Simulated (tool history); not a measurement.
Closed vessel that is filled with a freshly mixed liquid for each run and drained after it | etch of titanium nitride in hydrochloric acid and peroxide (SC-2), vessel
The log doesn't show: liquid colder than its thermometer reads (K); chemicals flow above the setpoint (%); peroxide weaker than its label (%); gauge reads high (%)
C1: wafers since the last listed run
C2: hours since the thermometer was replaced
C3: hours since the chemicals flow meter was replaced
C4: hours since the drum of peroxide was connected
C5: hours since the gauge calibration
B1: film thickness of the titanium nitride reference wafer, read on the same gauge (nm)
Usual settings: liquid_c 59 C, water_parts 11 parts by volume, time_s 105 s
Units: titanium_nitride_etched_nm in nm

{"run": 1, "day": 0.0, "liquid_c": 59, "water_parts": 11, "time_s": 105, "C1": 0, "C2": 2553, "C3": 268.8, "C4": 321.3, "C5": 65.9, "B1": 129.12, "titanium_nitride_etched_nm": 8.11}
{"run": 2, "day": 1.417, "liquid_c": 59, "water_parts": 11, "time_s": 105, "C1": 3268, "C2": 2587, "C3": 302.8, "C4": 355.3, "C5": 99.9, "B1": 128.88, "titanium_nitride_etched_nm": 8.1}
{"run": 3, "day": 2.758, "liquid_c": 59, "water_parts": 11, "time_s": 105, "C1": 3095, "C2": 2619.2, "C3": 335, "C4": 387.5, "C5": 132.1, "B1": 128.68, "titanium_nitride_etched_nm": 8.02}
{"run": 4, "day": 3.983, "liquid_c": 59, "water_parts": 11, "time_s": 105, "C1": 2826, "C2": 2648.6, "C3": 364.4, "C4": 416.9, "C5": 161.5, "B1": 128.55, "titanium_nitride_etched_nm": 8}
{"run": 5, "day": 4.633, "liquid_c": 59, "water_parts": 11, "time_s": 105, "C1": 1499, "C2": 2664.2, "C3": 380, "C4": 432.5, "C5": 177.1, "B1": 128.5, "titanium_nitride_etched_nm": 8.06}
{"run": 6, "day": 5.533, "liquid_c": 59, "water_parts": 11, "time_s": 105, "C1": 2076, "C2": 2685.8, "C3": 401.6, "C4": 454.1, "C5": 198.7, "B1": 128.44, "titanium_nitride_etched_nm": 8.07}
{"run": 7, "day": 6.512, "liquid_c": 59, "water_parts": 11, "time_s": 105, "C1": 2259, "C2": 2709.3, "C3": 425.1, "C4": 477.6, "C5": 222.2, "B1": 128.39, "titanium_nitride_etched_nm": 8}
{"day": 6.742, "done": "chemicals flow meter replaced"}
{"day": 6.867, "done": "thermometer replaced"}
{"run": 8, "day": 7.217, "liquid_c": 59, "water_parts": 11, "time_s": 105, "C1": 1432, "C2": 8.4, "C3": 11.4, "C4": 494.5, "C5": 239.1, "B1": 128.36, "titanium_nitride_etched_nm": 8.02}
{"run": 9, "day": 8.538, "liquid_c": 59, "water_parts": 11, "time_s": 105, "C1": 3047, "C2": 40.1, "C3": 43.1, "C4": 526.2, "C5": 270.8, "B1": 128.28, "titanium_nitride_etched_nm": 8.02}
{"run": 10, "day": 9.8, "liquid_c": 59, "water_parts": 11, "time_s": 105, "C1": 2912, "C2": 70.4, "C3": 73.4, "C4": 556.5, "C5": 301.1, "B1": 128.24, "titanium_nitride_etched_nm": 8}
{"day": 10.392, "done": "gauge calibrated"}
{"run": 11, "day": 10.854, "liquid_c": 59, "water_parts": 11, "time_s": 130, "C1": 2432, "C2": 95.7, "C3": 98.7, "C4": 581.8, "C5": 11.1, "B1": 129.89, "titanium_nitride_etched_nm": 10.06}
{"day": 11.975, "done": "new drum of peroxide connected"}
{"run": 12, "day": 11.996, "liquid_c": 59, "water_parts": 11, "time_s": 135, "C1": 2537, "C2": 123.1, "C3": 126.1, "C4": 0.5, "C5": 38.5, "B1": 129.54, "titanium_nitride_etched_nm": 10.33}
{"run": 13, "day": 12.554, "liquid_c": 59, "water_parts": 11, "time_s": 105, "C1": 1288, "C2": 136.5, "C3": 139.5, "C4": 13.9, "C5": 51.9, "B1": 129.39, "titanium_nitride_etched_nm": 8.07}
{"run": 14, "day": 13.488, "liquid_c": 49.5, "water_parts": 11, "time_s": 165, "C1": 2153, "C2": 158.9, "C3": 161.9, "C4": 36.3, "C5": 74.3, "B1": 129.21, "titanium_nitride_etched_nm": 6.85}
{"run": 15, "day": 14.1, "liquid_c": 65, "water_parts": 11, "time_s": 105, "C1": 1413, "C2": 173.6, "C3": 176.6, "C4": 51, "C5": 89, "B1": 129.08, "titanium_nitride_etched_nm": 11.77}
{"run": 16, "day": 15.154, "liquid_c": 59, "water_parts": 11, "time_s": 105, "C1": 2432, "C2": 198.9, "C3": 201.9, "C4": 76.3, "C5": 114.3, "B1": 128.93, "titanium_nitride_etched_nm": 8.03}

Forecast run 17:
{"run": 17, "day": 16.35, "liquid_c": 59, "water_parts": 11, "time_s": 105, "C1": 2758, "C2": 227.6, "C3": 230.6, "C4": 105, "C5": 143, "B1": "?", "titanium_nitride_etched_nm": "?"}

Run 17 gave B1 128.78, titanium_nitride_etched_nm 8.05 nm.
Without the tool's hidden state the same run would have given titanium_nitride_etched_nm 8.12 nm.
